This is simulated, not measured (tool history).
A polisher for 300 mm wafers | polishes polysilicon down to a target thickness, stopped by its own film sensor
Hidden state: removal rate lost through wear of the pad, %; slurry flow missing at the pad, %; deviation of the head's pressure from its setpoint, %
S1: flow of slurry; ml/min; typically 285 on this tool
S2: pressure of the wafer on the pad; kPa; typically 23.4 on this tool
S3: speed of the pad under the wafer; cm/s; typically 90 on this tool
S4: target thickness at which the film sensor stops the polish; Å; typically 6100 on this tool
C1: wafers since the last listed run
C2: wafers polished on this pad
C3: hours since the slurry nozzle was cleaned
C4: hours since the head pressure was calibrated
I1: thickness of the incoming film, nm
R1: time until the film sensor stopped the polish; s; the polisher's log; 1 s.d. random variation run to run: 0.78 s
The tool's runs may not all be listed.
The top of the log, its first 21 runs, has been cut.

{"run": 22, "hour": 709.0, "S1": 285, "S2": 23.4, "S3": 90, "S4": 4960, "C1": 199, "C2": 261, "C3": 163.9, "C4": 278.5, "I1": 1025.2, "R1": 81.8}
{"run": 23, "hour": 723.4, "S1": 285, "S2": 23.4, "S3": 90, "S4": 7200, "C1": 200, "C2": 461, "C3": 178.3, "C4": 292.9, "I1": 1016.3, "R1": 47.2}
{"run": 24, "hour": 737.5, "S1": 285, "S2": 28.3, "S3": 102, "S4": 4910, "C1": 196, "C2": 658, "C3": 192.4, "C4": 307.0, "I1": 1028.6, "R1": 65.3}
{"run": 25, "hour": 767.7, "S1": 285, "S2": 20.0, "S3": 90, "S4": 5560, "C1": 421, "C2": 1079, "C3": 222.6, "C4": 337.2, "I1": 1028.6, "R1": 89.0}
{"hour": 778.1, "done": "slurry nozzle cleaned"}
{"run": 26, "hour": 834.5, "S1": 285, "S2": 23.4, "S3": 90, "S4": 6100, "C1": 917, "C2": 1997, "C3": 56.4, "C4": 404.0, "I1": 1012.8, "R1": 67.4}
{"hour": 855.3, "done": "head pressure recalibrated"}
{"run": 27, "hour": 864.9, "S1": 255, "S2": 17.2, "S3": 90, "S4": 6100, "C1": 396, "C2": 2393, "C3": 86.8, "C4": 9.6, "I1": 1012.0, "R1": 78.3}
{"run": 28, "hour": 879.7, "S1": 315, "S2": 23.4, "S3": 66, "S4": 6100, "C1": 206, "C2": 2599, "C3": 101.6, "C4": 24.4, "I1": 1034.3, "R1": 76.5}
{"run": 29, "hour": 908.2, "S1": 285, "S2": 26.9, "S3": 90, "S4": 6100, "C1": 397, "C2": 2997, "C3": 130.1, "C4": 52.9, "I1": 1022.1, "R1": 52.5}
{"hour": 919.2, "done": "worn pad replaced by a new one"}
{"run": 30, "hour": 924.6, "S1": 285, "S2": 23.4, "S3": 90, "S4": 6100, "C1": 172, "C2": 75, "C3": 146.5, "C4": 69.3, "I1": 1020.2, "R1": 58.5}
{"run": 31, "hour": 940.6, "S1": 285, "S2": 23.4, "S3": 82, "S4": 6950, "C1": 223, "C2": 298, "C3": 162.5, "C4": 85.3, "I1": 1019.8, "R1": 50.0}
{"run": 32, "hour": 955.0, "S1": 285, "S2": 23.4, "S3": 90, "S4": 6100, "C1": 200, "C2": 499, "C3": 176.9, "C4": 99.7, "I1": 1021.7, "R1": 59.8}
{"run": 33, "hour": 972.2, "S1": 285, "S2": 23.4, "S3": 90, "S4": 6100, "C1": 239, "C2": 739, "C3": 194.1, "C4": 116.9, "I1": 1023.5, "R1": 61.2}
{"run": 34, "hour": 985.4, "S1": 285, "S2": 29.0, "S3": 60, "S4": 5040, "C1": 184, "C2": 923, "C3": 207.3, "C4": 130.1, "I1": 1011.2, "R1": 84.4}
{"hour": 997.4, "done": "slurry nozzle cleaned"}
{"run": 35, "hour": 1003.0, "S1": 285, "S2": 28.3, "S3": 90, "S4": 6100, "C1": 231, "C2": 1154, "C3": 5.6, "C4": 147.7, "I1": 1006.5, "R1": 48.4}
{"run": 36, "hour": 1034.0, "S1": 210, "S2": 28.3, "S3": 90, "S4": 6100, "C1": 432, "C2": 1587, "C3": 36.6, "C4": 178.7, "I1": 1039.9, "R1": 54.3}

Alternative continuations, all from the tool just after run 36; predict every row:
{"run": "A", "hour": 1034.4, "S1": 285, "S2": 23.4, "S3": 100, "S4": 6100, "C1": 5, "C2": 1592, "C3": 37.0, "C4": 179.1, "I1": 1019.6, "R1": "?"}
{"run": "B", "hour": 1034.4, "S1": 285, "S2": 23.4, "S3": 110, "S4": 6100, "C1": 5, "C2": 1592, "C3": 37.0, "C4": 179.1, "I1": 1019.6, "R1": "?"}
{"run": "C", "hour": 1034.4, "S1": 285, "S2": 23.4, "S3": 108, "S4": 4680, "C1": 5, "C2": 1592, "C3": 37.0, "C4": 179.1, "I1": 1019.6, "R1": "?"}
{"run": "D", "hour": 1034.4, "S1": 285, "S2": 17.2, "S3": 90, "S4": 7450, "C1": 5, "C2": 1592, "C3": 37.0, "C4": 179.1, "I1": 1019.6, "R1": "?"}
{"run": "E", "hour": 1034.4, "S1": 225, "S2": 28.3, "S3": 112, "S4": 5580, "C1": 5, "C2": 1592, "C3": 37.0, "C4": 179.1, "I1": 1019.6, "R1": "?"}

run=A R1=55.3
run=B R1=50.9
run=C R1=69.7
run=D R1=55.2
run=E R1=47.6
What these runs would have given with no unlogged condition in the tool:
run=A R1=52.8
run=B R1=48.7
run=C R1=66.6
run=D R1=52.7
run=E R1=45.5
